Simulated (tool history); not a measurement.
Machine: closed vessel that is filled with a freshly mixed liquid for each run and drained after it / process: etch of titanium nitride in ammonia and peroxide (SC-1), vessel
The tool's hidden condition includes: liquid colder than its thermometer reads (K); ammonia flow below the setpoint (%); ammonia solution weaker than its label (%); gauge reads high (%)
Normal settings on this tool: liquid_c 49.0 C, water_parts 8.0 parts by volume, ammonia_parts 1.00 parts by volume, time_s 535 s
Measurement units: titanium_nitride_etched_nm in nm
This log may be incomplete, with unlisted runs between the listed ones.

| run | hour | liquid_c | water_parts | ammonia_parts | time_s | wafers since the last listed run | hours since the thermometer was replaced | hours since the ammonia flow meter was replaced | hours since the drum of ammonia solution was connected | hours since the gauge calibration | read-back film thickness of the titanium nitride reference wafer, read on the same gauge (nm) | titanium_nitride_etched_nm |
|---|---|---|---|---|---|---|---|---|---|---|---|---|
| 1 | 0.0 | 54.0 | 8.0 | 1.00 | 670 | 0 | 521.4 | 1623.7 | 196.3 | 266.7 | 70.02 | 46.54 |
| 2 | 65.2 | 49.0 | 8.0 | 1.00 | 535 | 5631 | 586.6 | 1688.9 | 261.5 | 331.9 | 70.00 | 26.39 |
| 3 | 90.7 | 49.0 | 8.0 | 1.00 | 535 | 2202 | 612.1 | 1714.4 | 287.0 | 357.4 | 70.02 | 26.24 |
| 4 | 143.1 | 49.0 | 8.0 | 1.00 | 535 | 4526 | 664.5 | 1766.8 | 339.4 | 409.8 | 70.01 | 26.27 |
| 5 | 188.3 | 49.0 | 7.0 | 1.00 | 535 | 3904 | 709.7 | 1812.0 | 384.6 | 455.0 | 70.00 | 27.81 |
| 6 | 214.1 | 49.0 | 7.0 | 1.00 | 535 | 2228 | 735.5 | 1837.8 | 410.4 | 480.8 | 70.01 | 27.80 |
| 7 | 253.5 | 49.0 | 7.0 | 1.00 | 535 | 3403 | 774.9 | 1877.2 | 449.8 | 520.2 | 69.98 | 27.96 |
| 8 | 310.3 | 49.0 | 8.0 | 1.00 | 535 | 4906 | 831.7 | 1934.0 | 506.6 | 577.0 | 70.03 | 26.15 |
|  | 334.3 | thermometer replaced |
| 9 | 365.7 | 49.0 | 8.0 | 1.00 | 535 | 4698 | 31.4 | 1989.4 | 562.0 | 632.4 | 70.00 | 26.35 |
|  | 535.7 | gauge calibrated |
| 10 | 557.3 | 49.0 | 8.0 | 1.00 | 470 | 16549 | 223.0 | 2181.0 | 753.6 | 21.6 | 70.00 | 23.22 |
| 11 | 601.0 | 49.0 | 8.0 | 1.00 | 470 | 3774 | 266.7 | 2224.7 | 797.3 | 65.3 | 70.01 | 23.24 |
| 12 | 638.3 | 49.0 | 8.0 | 0.75 | 535 | 3221 | 304.0 | 2262.0 | 834.6 | 102.6 | 69.99 | 25.30 |
| 13 | 669.8 | 55.0 | 8.0 | 1.00 | 535 | 2720 | 335.5 | 2293.5 | 866.1 | 134.1 | 70.02 | 39.89 |
| 14 | 734.3 | 42.5 | 10.5 | 1.20 | 300 | 5571 | 400.0 | 2358.0 | 930.6 | 198.6 | 70.01 | 8.32 |
|  | 745.1 | new drum of ammonia solution connected |
| 15 | 783.8 | 42.0 | 10.0 | 0.60 | 745 | 4189 | 449.5 | 2407.5 | 38.7 | 248.1 | 70.00 | 18.23 |
| 16 | 854.7 | 49.0 | 8.0 | 1.20 | 805 | 6124 | 520.4 | 2478.4 | 109.6 | 319.0 | 70.01 | 39.95 |
|  | 861.4 | ammonia flow meter replaced |
| 17 | 885.8 | 45.5 | 8.0 | 1.00 | 535 | 2599 | 551.5 | 24.4 | 140.7 | 350.1 | 70.02 | 20.26 |
| 18 | 915.2 | 49.0 | 8.0 | 1.00 | 535 | 2539 | 580.9 | 53.8 | 170.1 | 379.5 | 69.99 | 26.31 |
| 19 | 977.7 | 49.0 | 11.5 | 1.00 | 535 | 5398 | 643.4 | 116.3 | 232.6 | 442.0 | 70.02 | 21.54 |
| 20 | 1015.3 | 49.0 | 8.0 | 1.20 | 535 | 3247 | 681.0 | 153.9 | 270.2 | 479.6 | 69.98 | 26.75 |
| 21 | 1077.2 | 49.0 | 8.0 | 1.00 | 535 | 5346 | 742.9 | 215.8 | 332.1 | 541.5 | 70.02 | 26.15 |
| 22 | 1133.4 | 49.0 | 5.0 | 1.00 | 535 | 4854 | 799.1 | 272.0 | 388.3 | 597.7 | 70.00 | 32.42 |
| 23 | 1181.3 | 42.0 | 8.0 | 0.75 | 535 | 4137 | 847.0 | 319.9 | 436.2 | 645.6 | 70.01 | 15.09 |
| 24 | 1245.2 | 49.0 | 8.0 | 1.00 | 535 | 5519 | 910.9 | 383.8 | 500.1 | 709.5 | 70.03 | 25.69 |
|  | 1255.1 | thermometer replaced |
| 25 | 1277.9 | 46.5 | 9.5 | 1.00 | 695 | 2738 | 22.8 | 416.5 | 532.8 | 742.2 | 69.97 | 26.56 |
|  | 1304.7 | gauge calibrated |
| 26 | 1329.9 | 42.0 | 8.0 | 0.60 | 615 | 4491 | 74.8 | 468.5 | 584.8 | 25.2 | 70.01 | 17.17 |
| 27 | 1376.9 | 43.5 | 11.0 | 1.00 | 535 | 4059 | 121.8 | 515.5 | 631.8 | 72.2 | 70.01 | 15.26 |

Predict each of these 5 candidate next runs independently; none follows another, all start after run 27:
| A | 1377.7 | 49.0 | 8.0 | 1.00 | 535 | 69 | 122.6 | 516.3 | 632.6 | 73.0 | ? | ? |
| B | 1377.7 | 49.0 | 8.0 | 1.00 | 805 | 69 | 122.6 | 516.3 | 632.6 | 73.0 | ? | ? |
| C | 1377.7 | 52.0 | 8.0 | 1.00 | 295 | 69 | 122.6 | 516.3 | 632.6 | 73.0 | ? | ? |
| D | 1377.7 | 44.5 | 8.0 | 1.00 | 730 | 69 | 122.6 | 516.3 | 632.6 | 73.0 | ? | ? |
| E | 1377.7 | 54.0 | 6.0 | 0.55 | 620 | 69 | 122.6 | 516.3 | 632.6 | 73.0 | ? | ? |

| run | read-back film thickness of the titanium nitride reference wafer, read on the same gauge (nm) | titanium_nitride_etched_nm |
|---|---|---|
| A | 70.01 | 26.76 |
| B | 70.01 | 40.27 |
| C | 70.01 | 18.18 |
| D | 70.01 | 26.52 |
| E | 70.01 | 46.01 |
Had the tool no hidden state, the same runs would have come out as:
| run | titanium_nitride_etched_nm |
|---|---|
| A | 26.88 |
| B | 40.44 |
| C | 18.25 |
| D | 26.63 |
| E | 46.20 |

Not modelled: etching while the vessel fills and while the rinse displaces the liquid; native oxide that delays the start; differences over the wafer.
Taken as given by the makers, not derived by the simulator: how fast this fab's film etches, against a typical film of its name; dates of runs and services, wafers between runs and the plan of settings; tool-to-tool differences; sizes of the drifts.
